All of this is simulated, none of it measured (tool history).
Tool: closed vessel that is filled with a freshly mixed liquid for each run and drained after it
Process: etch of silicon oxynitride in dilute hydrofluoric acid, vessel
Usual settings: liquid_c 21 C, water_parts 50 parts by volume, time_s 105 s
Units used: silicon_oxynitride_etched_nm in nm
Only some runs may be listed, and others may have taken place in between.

run     day  liquid_c  water_parts  time_s  wafers since the last listed run  hours since the thermometer was replaced  hours since the hydrofluoric acid flow meter was replaced  hours since the gauge calibration  read-back film thickness of the silicon oxynitride reference wafer, read on the same gauge (nm)  silicon_oxynitride_etched_nm
  1       0        21           50      85                                 0                                      1635                                                      367.1                              938.1                                                                                           109.99                           8.5
  2   1.604        21           50      80                              4989                                    1673.5                                                      405.6                              976.6                                                                                           109.99                          7.96
  3   2.854        21           50      80                              3887                                    1703.5                                                      435.6                             1006.6                                                                                           110.01                          8.05
  4   4.029        21           50      65                              3654                                    1731.7                                                      463.8                             1034.8                                                                                           110.01                          6.55
  5   6.929        21           50      65                              9019                                    1801.3                                                      533.4                             1104.4                                                                                           109.99                          6.55
  6   8.129        21           50     105                              3732                                    1830.1                                                      562.2                             1133.2                                                                                           109.99                          10.8
  7   9.304        21           50     105                              3654                                    1858.3                                                      590.4                             1161.4                                                                                           110.01                         10.67
  8  11.658        21           50     105                              7322                                    1914.8                                                      646.9                             1217.9                                                                                              110                         10.73
  9  14.379      19.5           50     105                              8462                                    1980.1                                                      712.2                             1283.2                                                                                           110.01                          9.93
 10  16.892        21           50     105                              7814                                    2040.4                                                      772.5                             1343.5                                                                                           109.99                         10.75
     16.938  -- gauge calibrated
 11  19.404        21           50     105                              7814                                    2100.7                                                      832.8                               59.2                                                                                              110                         11.04
     20.171  -- hydrofluoric acid flow meter replaced
 12  20.433        21           50     105                              3071                                    2125.4                                                        6.3                               83.9                                                                                              110                         10.11
 13  22.717        21           50     105                              7101                                    2180.2                                                       61.1                              138.7                                                                                              110                         10.23
 14  24.825        21           50     105                              6557                                    2230.8                                                      111.7                              189.3                                                                                           110.01                         10.18
 15    26.1        21           50     105                              3965                                    2261.4                                                      142.3                              219.9                                                                                              110                         10.35
      28.85  -- thermometer replaced
 16  33.171      17.5           50      70                             21862                                     103.7                                                        312                              389.6                                                                                           110.02                          5.75
 17  35.058        21           60     105                              5870                                       149                                                      357.3                              434.9                                                                                              110                          8.57
 18  36.933      22.5           40     170                              5831                                       194                                                      402.3                              479.9                                                                                           110.01                          23.1
 19  38.996      19.5           50     105                              6414                                     243.5                                                      451.8                              529.4                                                                                           109.99                          9.88
 20  40.517      22.5           70     105                              4730                                       280                                                      488.3                              565.9                                                                                              110                          8.18
 21  42.183        21           40      90                              5183                                       320                                                      528.3                              605.9                                                                                           110.01                         11.41
 22  43.692      22.5           70     105                              4691                                     356.2                                                      564.5                              642.1                                                                                           109.99                          7.97
 23  45.238        21           50     105                              4807                                     393.3                                                      601.6                              679.2                                                                                              110                         10.63
 24  46.479        19           70      55                              3861                                     423.1                                                      631.4                                709                                                                                              110                           3.6
 25  49.454        21           50     105                              9253                                     494.5                                                      702.8                              780.4                                                                                           110.01                         10.79
 26  50.579      25.5           60     105                              3499                                     521.5                                                      729.8                              807.4                                                                                              110                         10.97
 27  51.812      17.5           50     105                              3835                                     551.1                                                      759.4                                837                                                                                              110                          9.05
     52.904  -- hydrofluoric acid flow meter replaced
 28  52.925        25           60     105                              3330                                     577.8                                                        0.5                              863.7                                                                                           110.01                          10.2
 29  55.321        19           50     155                              7451                                     635.3                                                         58                              921.2                                                                                           110.01                         13.87
 30  58.025        21           50     105                              8410                                     700.2                                                      122.9                              986.1                                                                                           109.99                         10.16
 31  59.192        21           50     130                              3628                                     728.2                                                      150.9                             1014.1                                                                                           109.99                         12.84
 32  62.188        25           65      85                              9317                                     800.1                                                      222.8                               1086                                                                                           110.02                          7.85

What differs in the tool's unlogged condition from the final listed run ahead of each entry between runs to the first listed run following it?
Between runs 10 and 11: gauge calibrated (day 16.938)
  hydrofluoric acid flow above the setpoint (%): 7.29 -> 7.79
  measured minus no-state result, silicon_oxynitride_etched_nm: +0.76 -> +0.82 nm
Between runs 11 and 12: hydrofluoric acid flow meter replaced (day 20.171)
  hydrofluoric acid flow above the setpoint (%): 7.79 -> 0.905
  measured minus no-state result, silicon_oxynitride_etched_nm: +0.82 -> +0.1 nm
Between runs 15 and 16: thermometer replaced (day 28.85)
  hydrofluoric acid flow above the setpoint (%): 2.03 -> 3.44
  measured minus no-state result, silicon_oxynitride_etched_nm: +0.22 -> +0.19 nm
Between runs 27 and 28: hydrofluoric acid flow meter replaced (day 52.904)
  hydrofluoric acid flow above the setpoint (%): 7.14 -> 1.24
  measured minus no-state result, silicon_oxynitride_etched_nm: +0.62 -> +0.13 nm
